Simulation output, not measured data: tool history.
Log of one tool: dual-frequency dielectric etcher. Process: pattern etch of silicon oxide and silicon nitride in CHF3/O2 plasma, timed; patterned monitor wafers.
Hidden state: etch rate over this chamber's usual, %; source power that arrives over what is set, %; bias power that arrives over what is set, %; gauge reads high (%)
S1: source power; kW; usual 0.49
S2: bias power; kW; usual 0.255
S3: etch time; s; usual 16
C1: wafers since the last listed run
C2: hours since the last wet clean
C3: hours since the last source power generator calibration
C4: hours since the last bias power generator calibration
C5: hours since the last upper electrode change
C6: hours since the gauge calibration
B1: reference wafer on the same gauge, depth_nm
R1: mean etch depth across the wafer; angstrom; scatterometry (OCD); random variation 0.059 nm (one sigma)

run,day,S1,S2,S3,C1,C2,C3,C4,C5,C6,B1,R1
1,0,0.49,0.255,16,0,534.8,3370.9,1286.4,5821.3,114.7,29.32,248.9
2,1.317,0.49,0.255,16,740,566.4,3402.5,1318,5852.9,146.3,29.32,249.8
3,3.35,0.49,0.255,16,1144,615.2,3451.3,1366.8,5901.7,195.1,29.34,248.9
4,5.492,0.49,0.255,16,1205,666.6,3502.7,1418.2,5953.1,246.5,29.3,249.3
# day 7.183: wet clean of the chamber
5,12.133,0.49,0.255,16,3174,118.8,3662.1,1577.6,6112.5,405.9,29.34,247.3
6,13.612,0.49,0.255,16,832,154.3,3697.6,1613.1,6148,441.4,29.32,247.1
7,16.158,0.49,0.255,16,1432,215.4,3758.7,1674.2,6209.1,502.5,29.31,247
8,18.017,0.49,0.255,16,1045,260,3803.3,1718.8,6253.7,547.1,29.3,246.5
9,20.488,0.49,0.22,16,1390,319.3,3862.6,1778.1,6313,606.4,29.29,237.2
# day 22.862: upper electrode replaced
10,22.917,0.49,0.22,16,804,377.6,3920.9,1836.4,1.3,664.7,29.29,237.2
11,25.583,0.49,0.255,16,1500,441.6,3984.9,1900.4,65.3,728.7,29.3,248
12,27.25,0.49,0.255,16,937,481.6,4024.9,1940.4,105.3,768.7,29.34,249.3
# day 27.538: source power generator calibrated
13,28.788,0.49,0.255,16,771,518.5,30,1977.3,142.2,805.6,29.29,250
14,31.533,0.49,0.255,16,1545,584.4,95.9,2043.2,208.1,871.5,29.33,248.4
15,32.771,0.59,0.255,16,696,614.1,125.6,2072.9,237.8,901.2,29.27,262.6
# day 34.817: wet clean of the chamber
16,34.838,0.49,0.255,16,600,0.5,175.2,2122.5,287.4,950.8,29.3,245.5
17,35.079,0.49,0.255,16,135,6.3,181,2128.3,293.2,956.6,29.31,246.5
18,36.404,0.49,0.255,16,745,38.1,212.8,2160.1,325,988.4,29.29,246.6
19,38.225,0.49,0.255,16,1024,81.8,256.5,2203.8,368.7,1032.1,29.28,247.6
# day 39.4: bias power generator calibrated
# day 43.246: gauge calibrated
20,46.812,0.58,0.234,17.5,4738,287.9,462.6,177.9,574.8,85.6,29.28,277.8
21,50.283,0.59,0.193,17.5,1953,371.2,545.9,261.2,658.1,168.9,29.29,265.6
22,52.529,0.61,0.275,16,1263,425.1,599.8,315.1,712,222.8,29.3,269.8
23,55.125,0.52,0.255,17.5,1460,487.4,662.1,377.4,774.3,285.1,29.32,277.4
24,56.442,0.45,0.255,18,740,519,693.7,409,805.9,316.7,29.28,272.8
25,58.371,0.49,0.229,16,1085,565.3,740,455.3,852.2,363,29.31,241.4
# day 60.1: wet clean of the chamber
26,60.121,0.58,0.217,16,422,0.5,782,497.3,894.2,405,29.28,246.9
27,62,0.49,0.304,16,1057,45.6,827.1,542.4,939.3,450.1,29.32,259.2
28,63.912,0.49,0.255,20.5,1076,91.5,873,588.3,985.2,496,29.29,315.9

The same runs without the tool's hidden state, with the same run-to-run variation:
run,R1
1,246
2,246.7
3,245.4
4,245.6
5,247
6,246.6
7,246.1
8,245.4
9,235.7
10,235.4
11,245.7
12,246.8
13,247.3
14,245.3
15,259.2
16,245.6
17,246.5
18,246.4
19,247.2
20,276
21,263.3
22,267.1
23,274.2
24,269.4
25,238.1
26,247.2
27,259.2
28,315.6
